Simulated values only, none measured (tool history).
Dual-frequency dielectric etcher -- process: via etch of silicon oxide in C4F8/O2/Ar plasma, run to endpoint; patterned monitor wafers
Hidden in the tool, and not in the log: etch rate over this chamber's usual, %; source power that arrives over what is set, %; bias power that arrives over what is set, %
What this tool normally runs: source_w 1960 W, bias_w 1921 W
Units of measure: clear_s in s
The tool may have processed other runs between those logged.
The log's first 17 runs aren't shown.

run	day	source_w	bias_w	wafers since the last listed run	hours since the last wet clean	hours since the last source power generator calibration	hours since the last bias power generator calibration	hours since the last upper electrode change	incoming incoming film thickness, nm	clear_s
# day 55.729: wet clean of the chamber
18	55.750	1570	2051	290	0.5	164.7	2642.5	250.1	1275.6	289.9
19	59.433	1690	1921	671	88.9	253.1	2730.9	338.5	1243.7	272.4
# day 59.625: bias power generator calibrated
20	62.388	2140	1613	508	159.8	324.0	66.3	409.4	1251.6	243.6
21	64.796	1560	2142	439	217.6	381.8	124.1	467.2	1264.3	281.1
22	68.458	2090	1653	667	305.5	469.7	212.0	555.1	1257.6	242.4
23	71.862	1960	1921	620	387.2	551.4	293.7	636.8	1251.9	242.1
# day 74.917: wet clean of the chamber
24	74.938	2370	2205	378	0.5	625.2	367.5	710.6	1259.1	219.0
25	78.092	1520	1588	575	76.2	700.9	443.2	786.3	1271.3	316.8
26	81.221	1730	1748	570	151.3	776.0	518.3	861.4	1259.9	278.1
27	85.317	2300	1921	746	249.6	874.3	616.6	959.7	1266.7	226.3
28	88.175	2300	2375	521	318.2	942.9	685.2	1028.3	1254.7	211.4

For run 29, what comes out?
29	91.429	1680	1921	593	396.3	1021.0	763.3	1106.4	1257.5	?

For run 29 the tool returned clear_s 272.7 s.
Minus the tool's unlogged condition, the same run would have read clear_s 276.0 s.

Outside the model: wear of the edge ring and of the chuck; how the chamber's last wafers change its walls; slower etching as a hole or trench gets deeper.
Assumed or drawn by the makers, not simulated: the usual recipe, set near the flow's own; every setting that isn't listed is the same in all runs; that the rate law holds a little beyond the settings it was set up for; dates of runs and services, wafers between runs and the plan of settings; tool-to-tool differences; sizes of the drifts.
